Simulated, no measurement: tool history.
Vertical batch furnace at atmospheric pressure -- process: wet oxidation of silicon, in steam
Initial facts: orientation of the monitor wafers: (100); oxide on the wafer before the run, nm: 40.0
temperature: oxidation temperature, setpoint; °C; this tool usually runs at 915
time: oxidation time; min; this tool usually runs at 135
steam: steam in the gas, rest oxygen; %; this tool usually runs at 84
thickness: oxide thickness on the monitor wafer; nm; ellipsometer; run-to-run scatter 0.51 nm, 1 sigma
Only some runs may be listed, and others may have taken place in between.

| run | hour | temperature | time | steam | wafers since the last listed run | hours since the last temperature calibration | hours since the steam generator was serviced | hours since the gauge calibration | read-back reference wafer on the same gauge, thickness | thickness |
|---|---|---|---|---|---|---|---|---|---|---|
| 1 | 0 | 931 | 135 | 84 | 0 | 3364.4 | 2279.7 | 52.1 | 321.01 | 362.28 |
| 2 | 60.3 | 931 | 135 | 84 | 778 | 3424.7 | 2340 | 112.4 | 321.02 | 360.89 |
| 3 | 78.8 | 915 | 135 | 84 | 238 | 3443.2 | 2358.5 | 130.9 | 321.03 | 315.53 |
| 4 | 103.9 | 915 | 135 | 84 | 323 | 3468.3 | 2383.6 | 156 | 321.12 | 314.59 |
|  | 134.9 | steam generator serviced |
| 5 | 135.4 | 915 | 135 | 84 | 96 | 3499.8 | 0.5 | 187.5 | 321 | 335.17 |
| 6 | 141.9 | 915 | 135 | 84 | 83 | 3506.3 | 7 | 194 | 321.02 | 335.87 |
| 7 | 170.1 | 934 | 135 | 84 | 364 | 3534.5 | 35.2 | 222.2 | 320.98 | 393.35 |
|  | 207.6 | thermocouples replaced and temperature profile calibrated |
| 8 | 208.1 | 934 | 135 | 84 | 180 | 0.5 | 73.2 | 260.2 | 320.93 | 393.8 |
| 9 | 214.6 | 915 | 116.5 | 84 | 83 | 7 | 79.7 | 266.7 | 321.14 | 301.69 |
| 10 | 227.2 | 904 | 89 | 88 | 162 | 19.6 | 92.3 | 279.3 | 321.04 | 230.48 |
| 11 | 236.6 | 915 | 85.5 | 84 | 121 | 29 | 101.7 | 288.7 | 321.01 | 240.79 |
| 12 | 263 | 933 | 135 | 95 | 340 | 55.4 | 128.1 | 315.1 | 321.01 | 425.74 |
| 13 | 288.1 | 915 | 135 | 84 | 323 | 80.5 | 153.2 | 340.2 | 321.06 | 334.96 |
|  | 298.4 | gauge calibrated |
| 14 | 309.7 | 915 | 135 | 84 | 278 | 102.1 | 174.8 | 11.3 | 320.96 | 335.59 |
| 15 | 373.7 | 891 | 94.5 | 92 | 826 | 166.1 | 238.8 | 75.3 | 320.95 | 214.86 |
| 16 | 391.5 | 906 | 190 | 75 | 229 | 183.9 | 256.6 | 93.1 | 320.96 | 364.09 |

Branching from run 16: 5 alternative next runs. What would each branch give?
| A | 398.1 | 915 | 135 | 84 | 85 | 190.5 | 263.2 | 99.7 | ? | ? |
| B | 398.1 | 897 | 157 | 84 | 85 | 190.5 | 263.2 | 99.7 | ? | ? |
| C | 398.1 | 915 | 93 | 79 | 85 | 190.5 | 263.2 | 99.7 | ? | ? |
| D | 398.1 | 892 | 190.5 | 79 | 85 | 190.5 | 263.2 | 99.7 | ? | ? |
| E | 398.1 | 890 | 78.5 | 77 | 85 | 190.5 | 263.2 | 99.7 | ? | ? |

| run | read-back reference wafer on the same gauge, thickness | thickness |
|---|---|---|
| A | 320.98 | 334.38 |
| B | 320.98 | 311.92 |
| C | 320.98 | 244.22 |
| D | 320.98 | 325.52 |
| E | 320.98 | 163.15 |
Take away the tool's hidden state, keep each run's random variation, and the runs would have read:
| run | thickness |
|---|---|
| A | 336.18 |
| B | 313.64 |
| C | 245.53 |
| D | 327.32 |
| E | 164 |
